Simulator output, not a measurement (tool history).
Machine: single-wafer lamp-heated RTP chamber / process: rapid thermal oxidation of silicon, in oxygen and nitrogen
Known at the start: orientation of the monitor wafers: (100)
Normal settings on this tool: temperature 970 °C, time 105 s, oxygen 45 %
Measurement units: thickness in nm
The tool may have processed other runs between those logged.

run	day	temperature	time	oxygen	read-back reference wafer on the same gauge, thickness	thickness
1	0.000	955	105	45	3.559	3.932
2	1.112	970	105	45	3.558	4.368
3	1.962	970	105	53	3.561	4.619
4	2.471	970	105	53	3.559	4.633
# day 3.162: gauge calibrated
5	3.825	970	105	53	3.560	4.629
6	5.292	970	93	45	3.561	4.166
7	5.858	970	93	45	3.562	4.178
8	6.992	970	93	45	3.559	4.197
9	7.700	970	142	45	3.558	5.015
10	8.588	990	105	45	3.561	5.071
# day 9.262: oxygen flow controller replaced
# day 9.467: pyrometer window cleaned and pyrometer calibrated
11	9.488	970	105	45	3.560	4.385
12	9.858	970	105	45	3.558	4.389
13	10.696	970	105	45	3.561	4.389
14	11.633	953	81	27	3.559	3.106
15	13.000	970	85	36	3.560	3.767
16	13.954	1000	130	69	3.559	6.999
17	14.750	970	105	31	3.561	3.926
18	15.783	970	105	45	3.562	4.419
19	16.883	997	105	29	3.561	4.617
20	18.246	970	141	58	3.561	5.483
21	19.533	970	105	45	3.560	4.421
22	20.321	970	105	45	3.558	4.433
23	20.879	970	59	45	3.560	3.527
24	21.812	970	105	45	3.562	4.437
25	23.254	970	105	45	3.561	4.454
26	24.550	986	105	17	3.561	3.668
# day 25.125: pyrometer window cleaned and pyrometer calibrated
27	25.371	970	105	45	3.560	4.374
28	26.671	999	77	45	3.559	4.704
29	27.596	960	105	27	3.560	3.522
30	28.783	970	145	58	3.561	5.481
31	30.229	946	120	54	3.560	4.150
32	31.579	970	105	45	3.559	4.394

Run 33 comes next. What will it give?
33	32.379	948	60	45	?	?

Run 33 yielded read-back reference wafer on the same gauge, thickness 3.560, thickness 3.098 nm.
If the tool had no hidden condition, the same run with the same run-to-run variation would have returned thickness 3.094 nm.
